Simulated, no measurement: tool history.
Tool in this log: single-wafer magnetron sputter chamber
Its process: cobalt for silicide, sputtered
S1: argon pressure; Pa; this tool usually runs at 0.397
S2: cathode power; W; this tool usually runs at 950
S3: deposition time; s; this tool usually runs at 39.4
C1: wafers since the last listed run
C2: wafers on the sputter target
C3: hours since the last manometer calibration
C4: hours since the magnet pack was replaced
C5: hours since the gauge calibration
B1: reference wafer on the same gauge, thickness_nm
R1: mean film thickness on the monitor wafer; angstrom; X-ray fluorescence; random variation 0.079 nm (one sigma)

run 1 hour=0.0 | S1=0.397 S2=950 S3=39.4 | C1=0 C2=615 C3=146.0 C4=4021.3 C5=1524.2 | B1=21.513 | R1=185.67
run 2 hour=51.8 | S1=0.397 S2=950 S3=39.4 | C1=954 C2=1570 C3=197.8 C4=4073.1 C5=1576.0 | B1=21.502 | R1=184.50
-- hour=52.0 gauge calibrated
run 3 hour=114.9 | S1=0.397 S2=1050 S3=44.0 | C1=1162 C2=2732 C3=260.9 C4=4136.2 C5=62.9 | B1=21.498 | R1=228.75
run 4 hour=173.8 | S1=0.397 S2=950 S3=39.4 | C1=1085 C2=3818 C3=319.8 C4=4195.1 C5=121.8 | B1=21.495 | R1=185.41
run 5 hour=239.6 | S1=0.397 S2=950 S3=39.4 | C1=1212 C2=5031 C3=385.6 C4=4260.9 C5=187.6 | B1=21.502 | R1=183.49
run 6 hour=330.7 | S1=0.397 S2=950 S3=39.4 | C1=1678 C2=6709 C3=476.7 C4=4352.0 C5=278.7 | B1=21.511 | R1=184.66
run 7 hour=436.3 | S1=0.397 S2=950 S3=39.4 | C1=1946 C2=8655 C3=582.3 C4=4457.6 C5=384.3 | B1=21.475 | R1=184.51
run 8 hour=472.9 | S1=0.350 S2=1150 S3=39.4 | C1=674 C2=9330 C3=618.9 C4=4494.2 C5=420.9 | B1=21.513 | R1=227.57
-- hour=542.2 sputter target and shields replaced
run 9 hour=542.9 | S1=0.350 S2=1150 S3=39.4 | C1=1142 C2=12 C3=688.9 C4=4564.2 C5=490.9 | B1=21.493 | R1=227.94
run 10 hour=602.9 | S1=0.350 S2=1150 S3=39.4 | C1=1105 C2=1118 C3=748.9 C4=4624.2 C5=550.9 | B1=21.507 | R1=228.21
run 11 hour=669.4 | S1=0.298 S2=950 S3=37.3 | C1=1225 C2=2343 C3=815.4 C4=4690.7 C5=617.4 | B1=21.488 | R1=181.89
run 12 hour=716.7 | S1=0.397 S2=950 S3=39.4 | C1=871 C2=3215 C3=862.7 C4=4738.0 C5=664.7 | B1=21.503 | R1=185.91
run 13 hour=796.2 | S1=0.397 S2=950 S3=39.4 | C1=1465 C2=4680 C3=942.2 C4=4817.5 C5=744.2 | B1=21.521 | R1=184.62
run 14 hour=854.3 | S1=0.397 S2=950 S3=39.4 | C1=1070 C2=5751 C3=1000.3 C4=4875.6 C5=802.3 | B1=21.500 | R1=185.57
run 15 hour=950.0 | S1=0.397 S2=950 S3=39.4 | C1=1763 C2=7514 C3=1096.0 C4=4971.3 C5=898.0 | B1=21.491 | R1=184.27
run 16 hour=1037.1 | S1=0.397 S2=900 S3=39.4 | C1=1605 C2=9119 C3=1183.1 C4=5058.4 C5=985.1 | B1=21.497 | R1=174.71
-- hour=1108.2 sputter target and shields replaced
run 17 hour=1133.9 | S1=0.397 S2=900 S3=39.4 | C1=1636 C2=473 C3=1279.9 C4=5155.2 C5=1081.9 | B1=21.483 | R1=175.31
-- hour=1207.0 capacitance manometer re-zeroed and calibrated
run 18 hour=1232.0 | S1=0.397 S2=950 S3=32.1 | C1=1660 C2=2133 C3=25.0 C4=5253.3 C5=1180.0 | B1=21.515 | R1=152.05
-- hour=1256.8 magnet pack replaced
run 19 hour=1304.2 | S1=0.553 S2=850 S3=39.4 | C1=1183 C2=3316 C3=97.2 C4=47.4 C5=1252.2 | B1=21.522 | R1=158.46
run 20 hour=1595.5 | S1=0.397 S2=950 S3=39.4 | C1=5368 C2=8684 C3=388.5 C4=338.7 C5=1543.5 | B1=21.519 | R1=186.01
-- hour=1658.5 sputter target and shields replaced
run 21 hour=1659.0 | S1=0.520 S2=950 S3=39.4 | C1=1022 C2=8 C3=452.0 C4=402.2 C5=1607.0 | B1=21.475 | R1=177.61
-- hour=1710.0 gauge calibrated
run 22 hour=1731.6 | S1=0.397 S2=950 S3=39.4 | C1=1337 C2=1346 C3=524.6 C4=474.8 C5=21.6 | B1=21.509 | R1=184.93
run 23 hour=1825.5 | S1=0.279 S2=800 S3=35.6 | C1=1730 C2=3077 C3=618.5 C4=568.7 C5=115.5 | B1=21.500 | R1=147.61
run 24 hour=1875.2 | S1=0.551 S2=950 S3=31.8 | C1=915 C2=3992 C3=668.2 C4=618.4 C5=165.2 | B1=21.489 | R1=142.46
run 25 hour=1948.7 | S1=0.516 S2=1050 S3=44.1 | C1=1354 C2=5347 C3=741.7 C4=691.9 C5=238.7 | B1=21.505 | R1=220.26
run 26 hour=1998.7 | S1=0.397 S2=950 S3=39.4 | C1=921 C2=6268 C3=791.7 C4=741.9 C5=288.7 | B1=21.480 | R1=184.42
run 27 hour=2061.9 | S1=0.397 S2=800 S3=39.4 | C1=1164 C2=7433 C3=854.9 C4=805.1 C5=351.9 | B1=21.484 | R1=156.99
-- hour=2229.0 capacitance manometer re-zeroed and calibrated
-- hour=2343.1 sputter target and shields replaced
run 28 hour=2344.6 | S1=0.519 S2=1050 S3=34.5 | C1=4914 C2=27 C3=115.6 C4=1087.8 C5=634.6 | B1=21.499 | R1=173.60
run 29 hour=2401.5 | S1=0.546 S2=1050 S3=43.8 | C1=1048 C2=1075 C3=172.5 C4=1144.7 C5=691.5 | B1=21.483 | R1=218.06
run 30 hour=2706.5 | S1=0.250 S2=950 S3=44.6 | C1=5620 C2=6696 C3=477.5 C4=1449.7 C5=996.5 | B1=21.520 | R1=222.14
run 31 hour=2789.3 | S1=0.277 S2=1100 S3=39.4 | C1=1525 C2=8222 C3=560.3 C4=1532.5 C5=1079.3 | B1=21.490 | R1=222.27
run 32 hour=2896.6 | S1=0.397 S2=950 S3=32.6 | C1=1977 C2=10199 C3=667.6 C4=1639.8 C5=1186.6 | B1=21.483 | R1=153.57
run 33 hour=2935.1 | S1=0.397 S2=1150 S3=44.6 | C1=709 C2=10909 C3=706.1 C4=1678.3 C5=1225.1 | B1=21.524 | R1=252.31
-- hour=3008.1 sputter target and shields replaced
run 34 hour=3008.6 | S1=0.546 S2=1050 S3=43.8 | C1=1207 C2=10 C3=779.6 C4=1751.8 C5=1298.6 | B1=21.494 | R1=216.15
run 35 hour=3091.1 | S1=0.489 S2=950 S3=35.0 | C1=1520 C2=1530 C3=862.1 C4=1834.3 C5=1381.1 | B1=21.546 | R1=159.81

What differs in the tool's unlogged condition from the final listed run ahead of each entry between runs to the first listed run following it?
Between runs 2 and 3: gauge calibrated (hour 52.0)
  the hidden state is the same at both runs
Between runs 8 and 9: sputter target and shields replaced (hour 542.2)
  the hidden state is the same at both runs
Between runs 16 and 17: sputter target and shields replaced (hour 1108.2)
  the hidden state is the same at both runs
Between runs 17 and 18: capacitance manometer re-zeroed and calibrated (hour 1207.0)
  the hidden state is the same at both runs
Between runs 18 and 19: magnet pack replaced (hour 1256.8)
  the hidden state is the same at both runs
Between runs 20 and 21: sputter target and shields replaced (hour 1658.5)
  the hidden state is the same at both runs
Between runs 21 and 22: gauge calibrated (hour 1710.0)
  the hidden state is the same at both runs
Between runs 27 and 28: capacitance manometer re-zeroed and calibrated (hour 2229.0); sputter target and shields replaced (hour 2343.1)
  the hidden state is the same at both runs
Between runs 33 and 34: sputter target and shields replaced (hour 3008.1)
  the hidden state is the same at both runs
